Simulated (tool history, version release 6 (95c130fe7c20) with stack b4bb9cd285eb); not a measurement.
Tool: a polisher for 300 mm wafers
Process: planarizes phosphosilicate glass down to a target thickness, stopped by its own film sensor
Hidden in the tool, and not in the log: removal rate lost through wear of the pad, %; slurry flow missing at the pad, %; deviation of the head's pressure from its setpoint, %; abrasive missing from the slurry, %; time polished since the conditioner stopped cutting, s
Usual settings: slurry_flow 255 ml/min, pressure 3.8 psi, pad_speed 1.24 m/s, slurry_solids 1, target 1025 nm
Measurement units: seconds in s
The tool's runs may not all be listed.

| run | hour | slurry_flow | pressure | pad_speed | slurry_solids | target | wafers since the last listed run | wafers polished on this pad | hours since the slurry nozzle was cleaned | hours since the head pressure was calibrated | hours since the slurry blender was calibrated | hours since the conditioning disc was replaced | incoming thickness of the incoming film, nm | seconds |
|---|---|---|---|---|---|---|---|---|---|---|---|---|---|---|
| 1 | 0 | 305 | 3.8 | 1.24 | 1 | 1025 | 0 | 405 | 8.6 | 338.9 | 112.6 | 275.7 | 2323.8 | 103.5 |
|  | 7.6 | slurry blender recalibrated |
| 2 | 16.2 | 305 | 3.8 | 1.24 | 1 | 1025 | 108 | 514 | 24.8 | 355.1 | 8.6 | 291.9 | 2318.2 | 91.3 |
| 3 | 30.8 | 255 | 3.8 | 1.24 | 1.2 | 1025 | 111 | 626 | 39.4 | 369.7 | 23.2 | 306.5 | 2346.6 | 85.2 |
| 4 | 48.8 | 255 | 4.3 | 1.24 | 1 | 1025 | 138 | 764 | 57.4 | 387.7 | 41.2 | 324.5 | 2299.9 | 84.4 |
|  | 70.5 | worn pad replaced by a new one |
| 5 | 71 | 290 | 3.8 | 1.24 | 1 | 1025 | 139 | 3 | 79.6 | 409.9 | 63.4 | 346.7 | 2352 | 98.1 |
|  | 86.5 | conditioning disc replaced and pad reconditioned |
| 6 | 98.9 | 175 | 3.8 | 0.84 | 1 | 743 | 198 | 202 | 107.5 | 437.8 | 91.3 | 12.4 | 2332.8 | 175.6 |
|  | 112.8 | slurry blender recalibrated |
| 7 | 131.3 | 255 | 3.8 | 0.92 | 1 | 1025 | 233 | 435 | 139.9 | 470.2 | 18.5 | 44.8 | 2339.4 | 123.1 |
| 8 | 143 | 175 | 3.3 | 1.24 | 1 | 1025 | 89 | 525 | 151.6 | 481.9 | 30.2 | 56.5 | 2285.5 | 111.2 |
| 9 | 150 | 255 | 3.8 | 1.42 | 1 | 1025 | 53 | 578 | 158.6 | 488.9 | 37.2 | 63.5 | 2310.4 | 85.7 |
| 10 | 167.5 | 165 | 3.8 | 1.24 | 0.9 | 582 | 134 | 713 | 176.1 | 506.4 | 54.7 | 81 | 2329.3 | 151.3 |
|  | 181.5 | worn pad replaced by a new one |
| 11 | 203.3 | 255 | 3.8 | 0.82 | 1.1 | 1025 | 243 | 167 | 211.9 | 542.2 | 90.5 | 116.8 | 2314.3 | 130 |
|  | 221.6 | slurry blender recalibrated |
| 12 | 222.1 | 255 | 4.5 | 1.24 | 1 | 1025 | 128 | 296 | 230.7 | 561 | 0.5 | 135.6 | 2341.6 | 77.6 |
| 13 | 233.4 | 255 | 3.8 | 1.36 | 1 | 1293 | 86 | 382 | 242 | 572.3 | 11.8 | 146.9 | 2328.9 | 68.8 |
|  | 245.5 | head pressure recalibrated |
| 14 | 247.8 | 255 | 3.8 | 1.24 | 1 | 1025 | 95 | 478 | 256.4 | 2.3 | 26.2 | 161.3 | 2293.6 | 91.7 |
| 15 | 264.8 | 165 | 3.8 | 1.24 | 1 | 1025 | 130 | 608 | 273.4 | 19.3 | 43.2 | 178.3 | 2357 | 100 |
| 16 | 275.7 | 255 | 3.8 | 1.38 | 1 | 809 | 83 | 691 | 284.3 | 30.2 | 54.1 | 189.2 | 2317.9 | 98.8 |
| 17 | 293.5 | 255 | 3.8 | 1.24 | 1 | 1025 | 136 | 828 | 302.1 | 48 | 71.9 | 207 | 2333.9 | 98.2 |
|  | 305.5 | worn pad replaced by a new one |
| 18 | 306 | 200 | 3.8 | 1.24 | 1.3 | 1270 | 65 | 4 | 314.6 | 60.5 | 84.4 | 219.5 | 2311.7 | 67.6 |
| 19 | 313.1 | 230 | 5 | 1.24 | 1 | 1025 | 54 | 58 | 321.7 | 67.6 | 91.5 | 226.6 | 2315.8 | 75.5 |
| 20 | 324.4 | 230 | 5 | 1.24 | 1 | 1025 | 86 | 145 | 333 | 78.9 | 102.8 | 237.9 | 2338.7 | 78.4 |
| 21 | 334 | 255 | 3.8 | 1.24 | 1 | 1025 | 73 | 218 | 342.6 | 88.5 | 112.4 | 247.5 | 2326.1 | 101.9 |
| 22 | 347.6 | 320 | 3.8 | 1.24 | 1.2 | 1025 | 104 | 323 | 356.2 | 102.1 | 126 | 261.1 | 2375.4 | 91.3 |
|  | 350.4 | slurry blender recalibrated |
| 23 | 365.3 | 255 | 2.7 | 1.24 | 0.75 | 1025 | 120 | 443 | 373.9 | 119.8 | 14.9 | 278.8 | 2327.2 | 174.8 |
| 24 | 372.8 | 255 | 3.2 | 1.24 | 1 | 1025 | 57 | 501 | 381.4 | 127.3 | 22.4 | 286.3 | 2324 | 112.5 |

Alternative continuations, all from the tool just after run 24; predict every row:
| A | 373.3 | 255 | 5.1 | 1.24 | 1 | 1025 | 3 | 504 | 381.9 | 127.8 | 22.9 | 286.8 | 2335.8 | ? |
| B | 373.3 | 255 | 4.3 | 1.24 | 1 | 730 | 3 | 504 | 381.9 | 127.8 | 22.9 | 286.8 | 2335.8 | ? |
| C | 373.3 | 255 | 4.8 | 1.24 | 1 | 612 | 3 | 504 | 381.9 | 127.8 | 22.9 | 286.8 | 2335.8 | ? |
| D | 373.3 | 320 | 3.8 | 1.24 | 1 | 585 | 3 | 504 | 381.9 | 127.8 | 22.9 | 286.8 | 2335.8 | ? |
| E | 373.3 | 255 | 4.4 | 1.08 | 0.75 | 1025 | 3 | 504 | 381.9 | 127.8 | 22.9 | 286.8 | 2335.8 | ? |

| run | seconds |
|---|---|
| A | 68.8 |
| B | 99.8 |
| C | 96.1 |
| D | 120.2 |
| E | 118.9 |
Without the tool's unlogged condition, the same runs would have read:
| run | seconds |
|---|---|
| A | 68.6 |
| B | 99.4 |
| C | 95.8 |
| D | 119.8 |
| E | 118.4 |
